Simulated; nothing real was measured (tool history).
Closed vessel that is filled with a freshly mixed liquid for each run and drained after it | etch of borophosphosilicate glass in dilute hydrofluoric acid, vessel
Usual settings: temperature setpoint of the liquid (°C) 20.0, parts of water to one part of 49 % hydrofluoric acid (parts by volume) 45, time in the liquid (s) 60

run,day,temperature setpoint of the liquid (°C),parts of water to one part of 49 % hydrofluoric acid (parts by volume),time in the liquid (s),wafers since the last listed run,hours since the thermometer was replaced,hours since the hydrofluoric acid flow meter was replaced,hours since the gauge calibration,"read-back film thickness of the borophosphosilicate glass reference wafer, read on the same gauge (nm)",thickness taken off the borophosphosilicate glass on a monitor wafer (nm)
1,0.000,20.0,45,50,0,1928.6,1065.7,210.1,49.98,26.27
2,0.412,20.0,45,50,984,1938.5,1075.6,220.0,50.02,26.27
3,0.800,20.0,45,50,924,1947.8,1084.9,229.3,49.98,26.22
4,1.338,20.0,45,60,1282,1960.7,1097.8,242.2,50.02,31.35
5,2.062,20.0,45,60,1729,1978.1,1115.2,259.6,50.00,31.41
6,2.717,20.0,45,60,1560,1993.8,1130.9,275.3,50.02,31.63
# day 2.842: gauge calibrated
7,3.262,20.0,55,60,1302,2006.9,1144.0,10.1,50.01,25.35
8,3.967,20.0,55,60,1680,2023.8,1160.9,27.0,50.01,25.26
9,4.525,20.0,45,60,1332,2037.2,1174.3,40.4,50.00,31.19
10,4.896,19.0,45,60,884,2046.1,1183.2,49.3,50.00,29.87
11,6.250,19.0,45,60,3231,2078.6,1215.7,81.8,49.99,29.79
12,6.933,19.0,45,60,1630,2095.0,1232.1,98.2,50.01,29.72
13,7.479,20.0,45,60,1302,2108.1,1245.2,111.3,49.98,31.07
14,7.996,20.0,45,60,1232,2120.5,1257.6,123.7,50.03,30.90
15,8.517,20.0,45,60,1242,2133.0,1270.1,136.2,49.99,30.77
16,8.788,18.5,45,50,646,2139.5,1276.6,142.7,49.98,24.02
17,9.212,22.5,35,80,1014,2149.7,1286.8,152.9,49.99,59.53
18,9.838,20.0,30,60,1491,2164.7,1301.8,167.9,49.96,47.23
19,10.204,20.0,45,60,874,2173.5,1310.6,176.7,50.05,30.84
20,10.571,20.0,45,30,874,2182.3,1319.4,185.5,50.00,15.40
# day 11.221: hydrofluoric acid flow meter replaced
21,11.242,20.0,45,60,1501,2198.4,0.5,201.6,50.01,33.20
22,11.729,17.0,50,60,1163,2210.1,12.2,213.3,50.01,25.95
23,12.258,17.0,25,60,1262,2222.8,24.9,226.0,50.00,53.01
24,12.892,20.0,60,60,1511,2238.0,40.1,241.2,49.97,24.36
25,13.550,18.0,30,50,1570,2253.8,55.9,257.0,49.99,38.36
# day 13.833: gauge calibrated
# day 13.900: thermometer replaced
26,14.112,22.0,60,40,1242,5.1,69.4,6.7,49.99,19.24
27,14.483,20.0,30,60,884,14.0,78.3,15.6,50.03,54.86
28,14.954,20.0,45,60,1123,25.3,89.6,26.9,50.02,35.88
29,15.588,22.5,40,70,1511,40.5,104.8,42.1,49.98,52.49
30,16.050,20.0,40,30,1103,51.6,115.9,53.2,50.04,20.40
31,17.096,22.0,55,40,2495,76.7,141.0,78.3,50.03,20.99
32,17.583,22.0,55,40,1163,88.4,152.7,90.0,49.99,20.98
33,17.971,23.5,60,40,924,97.7,162.0,99.3,49.95,20.18

Forecast each of these 3 alternatives for the next run:
A,18.000,20.0,45,60,69,98.4,162.7,100.0,?,?
B,18.000,24.0,25,60,69,98.4,162.7,100.0,?,?
C,18.000,20.0,25,60,69,98.4,162.7,100.0,?,?

run,"read-back film thickness of the borophosphosilicate glass reference wafer, read on the same gauge (nm)",thickness taken off the borophosphosilicate glass on a monitor wafer (nm)
A,49.98,35.64
B,49.98,78.01
C,49.98,65.73
Without the tool's hidden state the same runs would have given:
run,thickness taken off the borophosphosilicate glass on a monitor wafer (nm)
A,37.62
B,82.27
C,69.37

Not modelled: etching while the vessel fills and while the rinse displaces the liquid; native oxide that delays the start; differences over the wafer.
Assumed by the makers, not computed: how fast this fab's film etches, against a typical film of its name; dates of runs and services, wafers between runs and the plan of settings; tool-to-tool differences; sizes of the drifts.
